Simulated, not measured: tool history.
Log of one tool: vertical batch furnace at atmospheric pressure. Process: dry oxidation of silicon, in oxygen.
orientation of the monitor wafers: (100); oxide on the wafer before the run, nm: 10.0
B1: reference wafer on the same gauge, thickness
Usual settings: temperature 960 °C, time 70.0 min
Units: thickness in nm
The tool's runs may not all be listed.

{"run": 1, "hour": 0.0, "temperature": 945, "time": 70.0, "B1": 38.82, "thickness": 36.99}
{"run": 2, "hour": 92.0, "temperature": 945, "time": 70.0, "B1": 38.73, "thickness": 37.0}
{"run": 3, "hour": 157.6, "temperature": 945, "time": 70.0, "B1": 38.8, "thickness": 37.01}
{"run": 4, "hour": 242.7, "temperature": 978, "time": 70.0, "B1": 38.75, "thickness": 47.39}
{"run": 5, "hour": 293.9, "temperature": 960, "time": 70.0, "B1": 38.87, "thickness": 42.19}
{"run": 6, "hour": 399.6, "temperature": 960, "time": 70.0, "B1": 38.85, "thickness": 41.91}
{"hour": 481.2, "done": "gauge calibrated"}
{"run": 7, "hour": 483.1, "temperature": 942, "time": 70.0, "B1": 38.83, "thickness": 36.42}
{"hour": 547.3, "done": "boat lift adjusted"}
{"run": 8, "hour": 565.4, "temperature": 950, "time": 38.5, "B1": 38.79, "thickness": 27.99}
{"hour": 653.1, "done": "thermocouples replaced and temperature profile calibrated"}
{"run": 9, "hour": 663.6, "temperature": 984, "time": 60.5, "B1": 38.91, "thickness": 46.87}
{"run": 10, "hour": 744.9, "temperature": 969, "time": 58.0, "B1": 38.87, "thickness": 40.25}
{"run": 11, "hour": 794.7, "temperature": 950, "time": 70.0, "B1": 38.86, "thickness": 39.89}
{"hour": 854.1, "done": "thermocouples replaced and temperature profile calibrated, repeated, since the last time left the tool worse"}
{"run": 12, "hour": 875.6, "temperature": 975, "time": 87.5, "B1": 38.77, "thickness": 52.1}
{"run": 13, "hour": 951.0, "temperature": 960, "time": 50.5, "B1": 38.85, "thickness": 34.03}
{"run": 14, "hour": 1000.3, "temperature": 945, "time": 70.0, "B1": 38.75, "thickness": 36.39}
{"run": 15, "hour": 1038.9, "temperature": 978, "time": 70.0, "B1": 38.82, "thickness": 46.41}

Forecast each of these 4 alternatives for the next run:
{"run": "A", "hour": 1044.8, "temperature": 941, "time": 70.0, "B1": "?", "thickness": "?"}
{"run": "B", "hour": 1044.8, "temperature": 971, "time": 39.0, "B1": "?", "thickness": "?"}
{"run": "C", "hour": 1044.8, "temperature": 967, "time": 59.0, "B1": "?", "thickness": "?"}
{"run": "D", "hour": 1044.8, "temperature": 944, "time": 59.5, "B1": "?", "thickness": "?"}

run=A B1=38.72 thickness=35.10
run=B B1=38.72 thickness=31.74
run=C B1=38.72 thickness=39.02
run=D B1=38.72 thickness=32.79
Without the tool's hidden state the same runs would have given:
run=A thickness=34.96
run=B thickness=31.66
run=C thickness=38.90
run=D thickness=32.67

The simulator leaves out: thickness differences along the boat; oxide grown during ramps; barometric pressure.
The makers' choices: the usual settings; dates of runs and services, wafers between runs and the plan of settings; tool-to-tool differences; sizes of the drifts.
